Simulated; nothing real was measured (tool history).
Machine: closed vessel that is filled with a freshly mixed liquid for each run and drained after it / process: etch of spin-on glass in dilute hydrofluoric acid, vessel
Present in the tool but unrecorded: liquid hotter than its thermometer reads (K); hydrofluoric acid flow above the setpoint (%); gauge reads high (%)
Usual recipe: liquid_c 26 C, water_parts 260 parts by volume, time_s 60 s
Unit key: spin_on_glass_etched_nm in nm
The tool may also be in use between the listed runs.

run	hour	liquid_c	water_parts	time_s	wafers since the last listed run	hours since the thermometer was replaced	hours since the hydrofluoric acid flow meter was replaced	hours since the gauge calibration	read-back film thickness of the spin-on glass reference wafer, read on the same gauge (nm)	spin_on_glass_etched_nm
1	0	26	260	40	0	2386	1443	146.9	120.01	7.58
2	11.9	26	260	60	1729	2397.9	1454.9	158.8	119.95	11.12
3	29.4	26	260	60	2543	2415.4	1472.4	176.3	120	11.19
4	42.8	26	260	60	1947	2428.8	1485.8	189.7	120.03	11.12
# hour 49.6: gauge calibrated
5	52.5	26	260	60	1409	2438.5	1495.5	2.9	120.04	11.19
6	68.3	26	260	60	2296	2454.3	1511.3	18.7	120.02	11.36
7	81.5	26	260	60	1918	2467.5	1524.5	31.9	120.02	11.27
8	96.7	26	260	60	2209	2482.7	1539.7	47.1	119.95	11.32
9	107.1	26	260	60	1511	2493.1	1550.1	57.5	119.95	11.15
10	116.6	26	260	60	1380	2502.6	1559.6	67	120.07	11.39
11	130	26	260	60	1947	2516	1573	80.4	120	11.36
12	147.3	26	260	60	2514	2533.3	1590.3	97.7	120.01	11.24
13	158	26	260	60	1555	2544	1601	108.4	120.02	11.3
14	165.5	26	260	60	1090	2551.5	1608.5	115.9	120	11.37
# hour 174.4: hydrofluoric acid flow meter replaced
15	175.3	23.5	340	35	1278	2561.3	0.9	125.7	119.97	3.69
16	184.2	23	210	50	1293	2570.2	9.8	134.6	120.01	9.53
17	193.4	30	260	60	1337	2579.4	19	143.8	119.97	11.33
18	208.4	26	260	60	2180	2594.4	34	158.8	120.01	9.8
19	224.8	26	260	95	2383	2610.8	50.4	175.2	119.95	15.73
# hour 229.3: thermometer replaced
20	237.3	26	260	85	1671	8	62.9	187.7	120	14.13
# hour 251.2: gauge calibrated
21	251.5	26	315	35	2063	22.2	77.1	0.3	120	4.44
22	267.2	26	260	60	2281	37.9	92.8	16	119.96	9.8
23	284.2	26	260	60	2470	54.9	109.8	33	120	9.7
24	291.8	26	260	45	1104	62.5	117.4	40.6	120.02	7.33
25	301.9	26	205	60	1467	72.6	127.5	50.7	119.96	13.33
26	310	30.5	145	30	1177	80.7	135.6	58.8	119.96	11.75
27	321.8	26	385	60	1715	92.5	147.4	70.6	120.01	5.87
28	366.8	30.5	370	40	6540	137.5	192.4	115.6	119.99	4.89

4 options for the next run, each taken on its own from the tool as it stands now. Forecast them:
A	367.5	26	260	60	101	138.2	193.1	116.3	?	?
B	367.5	24	375	60	101	138.2	193.1	116.3	?	?
C	367.5	26	260	50	101	138.2	193.1	116.3	?	?
D	367.5	22.5	260	60	101	138.2	193.1	116.3	?	?

run	read-back film thickness of the spin-on glass reference wafer, read on the same gauge (nm)	spin_on_glass_etched_nm
A	119.98	9.94
B	119.98	5.76
C	119.98	8.28
D	119.98	8.77
Had the tool no hidden state, the same runs would have come out as:
run	spin_on_glass_etched_nm
A	9.62
B	5.57
C	8.02
D	8.5
